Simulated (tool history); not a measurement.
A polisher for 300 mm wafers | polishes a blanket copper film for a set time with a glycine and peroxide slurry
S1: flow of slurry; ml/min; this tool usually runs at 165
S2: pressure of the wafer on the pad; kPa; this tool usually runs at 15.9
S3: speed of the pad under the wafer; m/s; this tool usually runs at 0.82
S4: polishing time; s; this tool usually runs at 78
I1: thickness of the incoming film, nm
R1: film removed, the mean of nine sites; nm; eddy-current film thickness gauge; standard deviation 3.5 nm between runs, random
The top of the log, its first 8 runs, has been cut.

run,hour,S1,S2,S3,S4,I1,R1
# hour 539.5: head pressure recalibrated
9,549,165,15.9,0.82,78,1276,306.2
# hour 622.4: slurry nozzle cleaned, repeated, since the last time left the tool worse
10,655.2,165,15.9,0.82,78,1276.5,358.4
11,691.6,165,15.9,0.82,78,1256.4,357.2
12,734.3,165,15.9,0.64,78,1293.7,302.3
13,851.2,165,15.9,0.82,78,1295.6,356.7
14,918.5,135,15.9,0.82,90,1257,395
15,1009,165,15.9,0.82,78,1292.8,354.8
# hour 1070.7: worn pad replaced by a new one
16,1071.2,165,15.9,0.82,78,1266.9,357.4
17,1134.6,210,11.7,0.82,78,1282.7,297.3
18,1176.2,110,15.9,0.94,97,1270.7,439.3
19,1241.3,165,15.9,0.82,78,1274,348.4
# hour 1265.8: slurry nozzle cleaned
20,1336.9,115,15.9,0.82,92,1297.5,387.5
21,1424.4,215,11,0.82,63,1285.2,231.9
22,1500.3,165,11.7,0.82,78,1274,284.7
# hour 1548.1: head pressure recalibrated
23,1574.4,165,15.9,0.82,78,1275.9,359.2
24,1637.9,165,21.4,1.08,78,1279.8,562.6
25,1706.8,200,15.9,0.82,85,1297,403.1
# hour 1739.8: worn pad replaced by a new one
26,1787.2,165,15.9,0.82,51,1276.7,232.4
27,1831.2,130,15.9,0.74,78,1281.1,310.7
28,1875.8,165,15.9,0.82,78,1289.4,353.9
29,1929.9,110,15.9,1.04,78,1279.6,372.4
30,1980.2,165,15.9,0.82,78,1294.9,353.4

Expected results for the next run?
# hour 2034.3: slurry nozzle cleaned
31,2079.8,165,15.9,0.82,78,1279,?

{"run 31": {"R1": 356.9}}
The same run, on a tool lacking any hidden state, would have yielded R1 357.3 nm.

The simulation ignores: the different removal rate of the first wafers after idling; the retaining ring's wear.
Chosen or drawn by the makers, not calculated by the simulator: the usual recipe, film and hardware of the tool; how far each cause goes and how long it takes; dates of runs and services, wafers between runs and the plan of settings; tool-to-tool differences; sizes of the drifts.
